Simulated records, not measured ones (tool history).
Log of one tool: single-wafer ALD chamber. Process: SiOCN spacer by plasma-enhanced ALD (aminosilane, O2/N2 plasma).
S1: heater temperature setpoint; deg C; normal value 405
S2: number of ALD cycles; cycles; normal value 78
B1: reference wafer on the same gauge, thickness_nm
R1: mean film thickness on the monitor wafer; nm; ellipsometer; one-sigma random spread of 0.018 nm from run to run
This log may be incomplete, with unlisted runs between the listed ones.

| run | hour | S1 | S2 | B1 | R1 |
|---|---|---|---|---|---|
| 1 | 0.0 | 405 | 78 | 3.760 | 4.631 |
| 2 | 9.9 | 405 | 78 | 3.762 | 4.615 |
| 3 | 26.1 | 405 | 78 | 3.762 | 4.594 |
| 4 | 34.5 | 409 | 78 | 3.759 | 4.534 |
| 5 | 48.0 | 405 | 78 | 3.759 | 4.599 |
| 6 | 65.4 | 405 | 78 | 3.759 | 4.595 |
| 7 | 72.0 | 417 | 67 | 3.759 | 3.772 |
| 8 | 87.7 | 411 | 65 | 3.760 | 3.748 |
| 9 | 103.9 | 414 | 78 | 3.762 | 4.428 |
|  | 123.8 | thermocouple changed; heater temperature recalibrated |
| 10 | 124.3 | 397 | 88 | 3.759 | 5.288 |
|  | 125.0 | gauge calibrated |
| 11 | 135.4 | 393 | 86 | 3.759 | 5.152 |
| 12 | 146.2 | 405 | 78 | 3.759 | 4.587 |
| 13 | 158.9 | 398 | 69 | 3.759 | 4.098 |
| 14 | 174.9 | 396 | 70 | 3.758 | 4.199 |
| 15 | 182.8 | 405 | 78 | 3.760 | 4.580 |

Consider 4 possible next runs. They are alternatives, not a sequence: every one starts from the tool as it was left by run 15. What does each give?
| A | 183.4 | 417 | 78 | ? | ? |
| B | 183.4 | 400 | 73 | ? | ? |
| C | 183.4 | 412 | 72 | ? | ? |
| D | 183.4 | 394 | 78 | ? | ? |

| run | B1 | R1 |
|---|---|---|
| A | 3.759 | 4.412 |
| B | 3.759 | 4.374 |
| C | 3.759 | 4.146 |
| D | 3.759 | 4.674 |
With the hidden condition removed and each run's random variation left untouched, the same runs would have given:
| run | R1 |
|---|---|
| A | 4.412 |
| B | 4.374 |
| C | 4.146 |
| D | 4.674 |
